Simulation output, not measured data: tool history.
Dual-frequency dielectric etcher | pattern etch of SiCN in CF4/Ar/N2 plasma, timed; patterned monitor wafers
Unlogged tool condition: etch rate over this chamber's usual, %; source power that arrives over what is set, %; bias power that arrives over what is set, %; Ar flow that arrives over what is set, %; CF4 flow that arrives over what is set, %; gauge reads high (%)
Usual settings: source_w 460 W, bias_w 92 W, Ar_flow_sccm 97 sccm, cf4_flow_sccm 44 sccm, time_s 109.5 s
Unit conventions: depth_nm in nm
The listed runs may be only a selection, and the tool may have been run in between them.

run,day,source_w,bias_w,Ar_flow_sccm,cf4_flow_sccm,time_s,wafers since the last listed run,hours since the last wet clean,hours since the last source power generator calibration,hours since the last bias power generator calibration,hours since the last Ar flow controller change,hours since the last CF4 flow controller change,hours since the last upper electrode change,hours since the gauge calibration,"read-back reference wafer on the same gauge, depth_nm",depth_nm
1,0.000,460,92,97,42,109.5,0,256.6,1803.0,3667.2,4619.4,5371.4,3918.3,181.5,108.9,98.5
2,0.858,460,92,97,42,109.5,225,277.2,1823.6,3687.8,4640.0,5392.0,3938.9,202.1,108.6,97.6
3,2.258,460,92,97,42,109.5,368,310.8,1857.2,3721.4,4673.6,5425.6,3972.5,235.7,109.0,98.1
4,3.754,460,92,97,50,109.5,393,346.7,1893.1,3757.3,4709.5,5461.5,4008.4,271.6,108.9,100.0
5,4.812,460,92,97,50,109.5,278,372.1,1918.5,3782.7,4734.9,5486.9,4033.8,297.0,108.6,100.9
6,6.250,460,92,97,50,109.5,377,406.6,1953.0,3817.2,4769.4,5521.4,4068.3,331.5,108.9,99.5
# day 6.729: bias power generator calibrated
7,7.496,460,92,97,44,96.5,283,436.5,1982.9,18.4,4799.3,5551.3,4098.2,361.4,108.8,87.1
# day 7.758: source power generator calibrated
8,8.112,460,92,97,44,96.5,118,451.3,8.5,33.2,4814.1,5566.1,4113.0,376.2,108.6,86.9
# day 8.683: CF4 flow controller replaced
# day 9.642: upper electrode replaced, of another model than before
9,9.662,460,92,97,44,109.5,89,488.5,45.7,70.4,4851.3,23.5,0.5,413.4,108.6,98.4
10,9.771,460,92,97,44,109.5,28,491.1,48.3,73.0,4853.9,26.1,3.1,416.0,108.8,99.0
# day 10.267: Ar flow controller replaced
11,10.521,350,92,97,44,121.5,131,509.1,66.3,91.0,6.1,44.1,21.1,434.0,108.7,96.0
12,11.808,530,72,97,55,109.5,338,540.0,97.2,121.9,37.0,75.0,52.0,464.9,108.5,103.9
# day 12.558: gauge calibrated
13,13.479,460,79,85,48,109.5,439,580.1,137.3,162.0,77.1,115.1,92.1,22.1,108.8,99.8
14,14.742,460,92,97,44,109.5,331,610.4,167.6,192.3,107.4,145.4,122.4,52.4,108.7,99.4
# day 16.075: wet clean of the chamber
15,16.096,460,110,103,55,126.0,93,0.5,200.1,224.8,139.9,177.9,154.9,84.9,108.8,119.8
16,16.454,460,92,97,51,86.0,94,9.1,208.7,233.4,148.5,186.5,163.5,93.5,108.7,77.4
17,17.362,460,92,97,44,109.5,238,30.9,230.5,255.2,170.3,208.3,185.3,115.3,108.6,97.0
18,18.417,460,92,97,44,90.0,277,56.2,255.8,280.5,195.6,233.6,210.6,140.6,108.7,80.0
19,19.858,460,83,103,44,132.5,379,90.8,290.4,315.1,230.2,268.2,245.2,175.2,108.9,112.8
20,20.738,460,92,83,44,109.5,231,111.9,311.5,336.2,251.3,289.3,266.3,196.3,109.0,101.3
21,22.062,460,92,97,44,109.5,348,143.7,343.3,368.0,283.1,321.1,298.1,228.1,108.6,97.6

Branching from run 21: 3 alternative next runs. What would each branch give?
A,22.079,460,92,117,44,109.5,4,144.1,343.7,368.4,283.5,321.5,298.5,228.5,?,?
B,22.079,490,100,109,44,140.0,4,144.1,343.7,368.4,283.5,321.5,298.5,228.5,?,?
C,22.079,460,92,118,37,109.5,4,144.1,343.7,368.4,283.5,321.5,298.5,228.5,?,?

run,"read-back reference wafer on the same gauge, depth_nm",depth_nm
A,108.8,93.4
B,108.8,129.0
C,108.8,91.3
Without the tool's hidden state the same runs would have given:
run,depth_nm
A,92.6
B,127.9
C,90.5

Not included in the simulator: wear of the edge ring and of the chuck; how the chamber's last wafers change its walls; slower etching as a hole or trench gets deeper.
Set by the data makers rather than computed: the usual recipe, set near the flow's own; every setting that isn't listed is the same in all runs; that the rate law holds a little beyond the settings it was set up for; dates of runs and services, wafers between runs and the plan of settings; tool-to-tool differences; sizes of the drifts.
